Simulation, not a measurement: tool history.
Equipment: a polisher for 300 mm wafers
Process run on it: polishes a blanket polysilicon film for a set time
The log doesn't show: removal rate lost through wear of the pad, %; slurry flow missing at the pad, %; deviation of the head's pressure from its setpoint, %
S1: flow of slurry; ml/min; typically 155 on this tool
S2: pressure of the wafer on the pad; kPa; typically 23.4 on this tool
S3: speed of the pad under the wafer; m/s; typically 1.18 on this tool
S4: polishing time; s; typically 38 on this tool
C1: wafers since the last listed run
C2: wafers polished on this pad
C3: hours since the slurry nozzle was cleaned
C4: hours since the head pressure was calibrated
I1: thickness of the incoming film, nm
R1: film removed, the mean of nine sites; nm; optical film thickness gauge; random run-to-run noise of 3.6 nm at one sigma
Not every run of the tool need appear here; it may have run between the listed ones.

run	hour	S1	S2	S3	S4	C1	C2	C3	C4	I1	R1
1	0	155	25.5	1.18	38	0	716	624.3	348.6	2082	491.7
2	42.3	155	23.4	1.18	38	537	1254	666.6	390.9	2020	453.3
3	94.3	155	23.4	1.18	42	661	1915	718.6	442.9	2059.1	504.1
# hour 112: slurry nozzle cleaned
4	142.3	155	23.4	1.18	42	597	2513	30.3	490.9	2006.7	556.7
5	209.4	155	23.4	1.02	48	853	3366	97.4	558	2062	566.2
# hour 236: head pressure recalibrated
6	274.3	155	23.4	1.18	38	799	4166	162.3	38.3	2043.7	444.5
7	346.1	155	23.4	1.18	38	913	5079	234.1	110.1	2006.9	446.6
# hour 352.9: worn pad replaced by a new one
8	374.6	155	23.4	1.18	46	311	275	262.6	138.6	2023.6	548.2
9	432.6	155	23.4	1.18	46	737	1013	320.6	196.6	2003.5	533.5
10	633.8	155	23.4	1.18	46	2558	3572	521.8	397.8	2056.9	543.5
11	662.9	155	23.4	1.18	38	370	3942	550.9	426.9	2025.5	452.5
12	723	155	23.4	1.18	38	764	4706	611	487	2053.5	456.9
# hour 733.7: worn pad replaced by a new one
# hour 761.8: head pressure recalibrated
13	768.7	155	23.4	1.18	38	504	419	656.7	6.9	2026.6	427.1
# hour 848.1: slurry nozzle cleaned
14	873.7	155	23.4	1.18	38	1322	1741	25.6	111.9	2050.2	448
15	909.9	155	23.4	1.18	38	460	2202	61.8	148.1	2054.5	453.5
16	950.9	155	23.4	1.18	38	521	2723	102.8	189.1	2066.5	454.3
17	1004.6	155	23.4	1.18	38	682	3406	156.5	242.8	2036	451
18	1059.2	155	23.4	1.18	38	694	4100	211.1	297.4	2045.2	453.5
# hour 1102.2: worn pad replaced by a new one
19	1112.9	130	29.6	1.04	32	632	136	264.8	351.1	2072.1	425.6
20	1145.8	155	23.4	1.18	38	418	554	297.7	384	2067.1	453
21	1183.8	135	17.9	1.18	38	483	1038	335.7	422	2017.3	334.7
22	1225.5	155	23.4	1.18	38	530	1568	377.4	463.7	2021	460.6
23	1294.2	155	31.7	1.18	38	873	2441	446.1	532.4	2069.1	632.2
# hour 1299.3: head pressure recalibrated
24	1364.8	155	23.4	1.18	38	872	3314	516.7	65.5	2047.2	425.8
25	1405.1	180	26.9	0.94	48	512	3826	557	105.8	2084.5	538.4
26	1440.6	155	28.3	1.18	38	451	4278	592.5	141.3	2049.3	511.7
27	1478.2	155	15.9	1.18	31	478	4756	630.1	178.9	2068.4	238.1
# hour 1521.9: slurry nozzle cleaned
# hour 1522: worn pad replaced by a new one
28	1523.5	155	15.9	1.18	38	561	18	1.6	224.2	2038.1	315.8
29	1582.2	155	23.4	1.18	38	746	764	60.3	282.9	2072.3	455.7
30	1642.8	205	23.4	1.18	38	770	1535	120.9	343.5	2036.8	490.8
31	1698.2	155	23.4	1.56	38	704	2240	176.3	398.9	2057.3	585.3
32	1742.3	155	29	0.88	48	560	2800	220.4	443	2057.3	590.2
33	1787.9	120	31.7	1.6	45	579	3380	266	488.6	2012.6	914.2
34	1847.9	155	23.4	1.18	38	763	4143	326	548.6	2068.4	477.7
35	1873.9	155	23.4	1.18	38	330	4474	352	574.6	2052	484.4
# hour 1886.3: worn pad replaced by a new one
# hour 1894.6: head pressure recalibrated
36	1935.3	155	23.4	0.9	29	704	597	413.4	40.7	2034	276.4
37	1996.8	155	17.2	0.88	32	782	1379	474.9	102.2	2046.6	216

Take each entry between the runs: how does the hidden state at the last listed run before it differ from the hidden state at the first listed run after it?
Between runs 3 and 4: slurry nozzle cleaned (hour 112)
  slurry flow missing at the pad, %: 29.4 -> 1.55; deviation of the head's pressure from its setpoint, %: 6.89 -> 8.22
  what was measured, less what the result would be without the hidden state, R1: -5.9 -> +40.9 nm
Between runs 5 and 6: head pressure recalibrated (hour 236)
  slurry flow missing at the pad, %: 4.18 -> 6.72; deviation of the head's pressure from its setpoint, %: 10.3 -> -1.37
  what was measured, less what the result would be without the hidden state, R1: +48.8 -> -12.2 nm
Between runs 7 and 8: worn pad replaced by a new one (hour 352.9)
  slurry flow missing at the pad, %: 9.53 -> 10.6; deviation of the head's pressure from its setpoint, %: -1.05 -> -0.843
  what was measured, less what the result would be without the hidden state, R1: -13.6 -> -17 nm
Between runs 12 and 13: worn pad replaced by a new one (hour 733.7); head pressure recalibrated (hour 761.8)
  slurry flow missing at the pad, %: 24.3 -> 26.1; deviation of the head's pressure from its setpoint, %: 5.66 -> -1.4
  what was measured, less what the result would be without the hidden state, R1: -2.2 -> -35.6 nm
Between runs 13 and 14: slurry nozzle cleaned (hour 848.1)
  slurry flow missing at the pad, %: 26.1 -> 6.13; deviation of the head's pressure from its setpoint, %: -1.4 -> -1.02
  what was measured, less what the result would be without the hidden state, R1: -35.6 -> -10.1 nm
Between runs 18 and 19: worn pad replaced by a new one (hour 1102.2)
  slurry flow missing at the pad, %: 13.4 -> 15.5; deviation of the head's pressure from its setpoint, %: 1.24 -> 2.28
  what was measured, less what the result would be without the hidden state, R1: -7.5 -> -7.7 nm
Between runs 23 and 24: head pressure recalibrated (hour 1299.3)
  slurry flow missing at the pad, %: 22.6 -> 25.4; deviation of the head's pressure from its setpoint, %: 7.06 -> -0.426
  what was measured, less what the result would be without the hidden state, R1: +8.7 -> -29.9 nm
Between runs 27 and 28: slurry nozzle cleaned (hour 1521.9); worn pad replaced by a new one (hour 1522)
  slurry flow missing at the pad, %: 29.8 -> 1.61; deviation of the head's pressure from its setpoint, %: 0.401 -> 0.946
  what was measured, less what the result would be without the hidden state, R1: -18.8 -> +2 nm
Between runs 35 and 36: worn pad replaced by a new one (hour 1886.3); head pressure recalibrated (hour 1894.6)
  slurry flow missing at the pad, %: 15.3 -> 17.7; deviation of the head's pressure from its setpoint, %: 9.3 -> -0.38
  what was measured, less what the result would be without the hidden state, R1: +26.1 -> -12.3 nm

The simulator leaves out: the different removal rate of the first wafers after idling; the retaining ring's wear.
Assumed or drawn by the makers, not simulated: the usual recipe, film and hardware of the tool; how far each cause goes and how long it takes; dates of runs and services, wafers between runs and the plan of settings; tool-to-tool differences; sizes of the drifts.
